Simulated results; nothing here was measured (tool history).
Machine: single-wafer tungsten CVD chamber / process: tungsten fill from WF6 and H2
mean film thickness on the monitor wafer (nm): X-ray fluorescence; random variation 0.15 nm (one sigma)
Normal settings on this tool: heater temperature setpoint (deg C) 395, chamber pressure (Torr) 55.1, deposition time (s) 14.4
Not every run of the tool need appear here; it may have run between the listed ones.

run	hour	heater temperature setpoint (deg C)	chamber pressure (Torr)	deposition time (s)	read-back reference wafer on the same gauge, thickness_nm	mean film thickness on the monitor wafer (nm)
1	0.0	395	55.1	14.4	56.795	50.798
2	21.7	395	55.1	14.4	56.604	50.582
3	48.9	395	55.1	14.4	56.697	50.525
4	63.0	395	63.6	14.4	56.764	52.766
5	93.5	395	48.8	14.4	56.623	48.389
6	126.9	395	48.8	14.4	56.690	48.568
7	159.9	395	55.1	14.4	56.675	50.223
8	181.5	395	55.1	14.4	56.752	50.436
9	200.2	395	55.1	14.4	56.629	50.133
10	226.2	395	55.1	14.4	56.709	50.294
11	252.8	410	44.4	15.6	56.773	70.990
12	276.9	395	64.0	14.4	56.710	53.885
13	303.3	389	62.5	12.5	56.699	40.629
14	329.4	407	55.1	14.4	56.715	65.570
15	345.5	395	55.1	14.4	56.661	51.231
16	376.7	404	65.0	14.4	56.761	64.881
17	422.5	382	63.2	17.1	56.646	47.796
18	449.1	395	55.1	14.4	56.691	51.325
19	474.7	395	59.8	17.0	56.735	61.898
20	493.9	395	45.6	12.7	56.707	42.561
21	509.7	381	55.1	14.4	56.670	37.463

Between the runs listed above, the log contained 5 entries, not reproduced here. Where in the sequence does each belong, and how does what the log doesn't record of the tool's condition differ from the listed run before to the listed run after?
In the gap between runs 6 and 7: showerhead replaced (hour 154.6)
  true pressure above the setpoint (%): -7.81 -> -8.03
  what was measured, less what the result would be without the hidden state, mean film thickness on the monitor wafer (nm): -1.249 -> -1.293
In the gap between runs 7 and 8: gauge calibrated (hour 179.0)
  true pressure above the setpoint (%): -8.03 -> -8.17
  what was measured, less what the result would be without the hidden state, mean film thickness on the monitor wafer (nm): -1.293 -> -1.323
In the gap between runs 10 and 11: capacitance manometer re-zeroed and calibrated (hour 240.4)
  true pressure above the setpoint (%): -8.47 -> -1.28
  what was measured, less what the result would be without the hidden state, mean film thickness on the monitor wafer (nm): -1.370 -> -0.289
In the gap between runs 15 and 16: thermocouple changed; heater temperature recalibrated (hour 372.1)
  true pressure above the setpoint (%): -1.9 -> -2.1
  what was measured, less what the result would be without the hidden state, mean film thickness on the monitor wafer (nm): -0.302 -> -0.425
In the gap between runs 20 and 21: gauge calibrated (hour 496.5)
  true pressure above the setpoint (%): -2.88 -> -2.99
  what was measured, less what the result would be without the hidden state, mean film thickness on the monitor wafer (nm): -0.394 -> -0.350
